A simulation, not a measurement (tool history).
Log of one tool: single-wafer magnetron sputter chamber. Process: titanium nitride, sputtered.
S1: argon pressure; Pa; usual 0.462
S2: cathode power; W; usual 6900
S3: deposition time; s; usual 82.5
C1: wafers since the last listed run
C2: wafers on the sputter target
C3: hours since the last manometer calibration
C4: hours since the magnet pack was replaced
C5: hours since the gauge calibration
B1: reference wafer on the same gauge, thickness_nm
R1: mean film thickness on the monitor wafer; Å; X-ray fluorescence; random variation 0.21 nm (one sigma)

run,day,S1,S2,S3,C1,C2,C3,C4,C5,B1,R1
1,0,0.415,6900,82.5,0,1660,1411.8,5051.5,480,118.003,1034.74
2,0.696,0.462,6900,94.7,130,1790,1428.5,5068.2,496.7,118.013,1172.87
3,3.975,0.462,6900,94.7,614,2404,1507.2,5146.9,575.4,117.972,1172.2
4,4.529,0.462,6900,94.7,103,2508,1520.5,5160.2,588.7,117.956,1173.23
5,5.788,0.462,6900,82.5,235,2743,1550.7,5190.4,618.9,118.05,1023.63
6,7.008,0.462,6900,82.5,228,2972,1580,5219.7,648.2,117.999,1018.53
7,7.712,0.462,6900,82.5,131,3104,1596.9,5236.6,665.1,117.954,1020.83
# day 8.492: magnet pack replaced
8,8.929,0.609,6900,82.5,165,3269,1626.1,10.5,694.3,118.007,985.71
9,9.942,0.609,6900,82.5,189,3459,1650.4,34.8,718.6,118.038,987.63
# day 10.367: gauge calibrated
10,10.5,0.462,6900,76.5,104,3563,1663.8,48.2,3.2,117.945,943.2
11,11.6,0.462,6900,76.5,206,3769,1690.2,74.6,29.6,118.045,944.26
12,12.408,0.462,6900,82.5,151,3921,1709.6,94,49,117.929,1019.65
13,13.746,0.281,6900,75.1,250,4171,1741.7,126.1,81.1,117.979,968.3
14,14.633,0.561,5500,94.3,166,4338,1763,147.4,102.4,118.043,908.4
15,15.725,0.462,6900,82.5,204,4542,1789.2,173.6,128.6,118.051,1016.36
# day 16.562: capacitance manometer re-zeroed and calibrated
16,16.583,0.462,6900,82.5,98,4640,0.5,194.2,149.2,118.009,1021.82
17,17,0.462,7550,82.5,78,4718,10.5,204.2,159.2,117.981,1116.24
18,18.388,0.462,6900,82.5,259,4978,43.8,237.5,192.5,118.004,1020.1
19,19.612,0.462,7400,75.1,229,5208,73.2,266.9,221.9,117.925,994.13
# day 20.262: sputter target and shields replaced
20,20.783,0.462,5350,89.6,156,97,101.3,295,250,118.081,872.11
21,22.171,0.462,8100,95.3,259,357,134.6,328.3,283.3,117.968,1401.11
22,23.417,0.397,6900,82.5,233,590,164.5,358.2,313.2,117.993,1048.31
23,24.508,0.462,6900,82.5,204,795,190.7,384.4,339.4,117.956,1025.82
24,25.596,0.301,6900,98.1,203,998,216.8,410.5,365.5,118.033,1263.93
25,26.879,0.462,6900,82.5,240,1239,247.6,441.3,396.3,118.058,1028.68

Hidden state at the last listed run before each entry between runs and at the first one after, where it differs:
Between runs 7 and 8: magnet pack replaced (day 8.492)
  deposition rate above that of a new target (%): -1.23 -> -1.26
  measured less the result without the state, R1: -12.69 -> -12.58 Å
Between runs 9 and 10: gauge calibrated (day 10.367)
  deposition rate above that of a new target (%): -1.28 -> -1.3
  measured less the result without the state, R1: -12.84 -> -12.39 Å
Between runs 15 and 16: capacitance manometer re-zeroed and calibrated (day 16.562)
  deposition rate above that of a new target (%): -1.39 -> -1.4
  measured less the result without the state, R1: -14.28 -> -14.47 Å
Between runs 19 and 20: sputter target and shields replaced (day 20.262)
  deposition rate above that of a new target (%): -1.43 -> -0.166
  measured less the result without the state, R1: -14.42 -> -1.45 Å

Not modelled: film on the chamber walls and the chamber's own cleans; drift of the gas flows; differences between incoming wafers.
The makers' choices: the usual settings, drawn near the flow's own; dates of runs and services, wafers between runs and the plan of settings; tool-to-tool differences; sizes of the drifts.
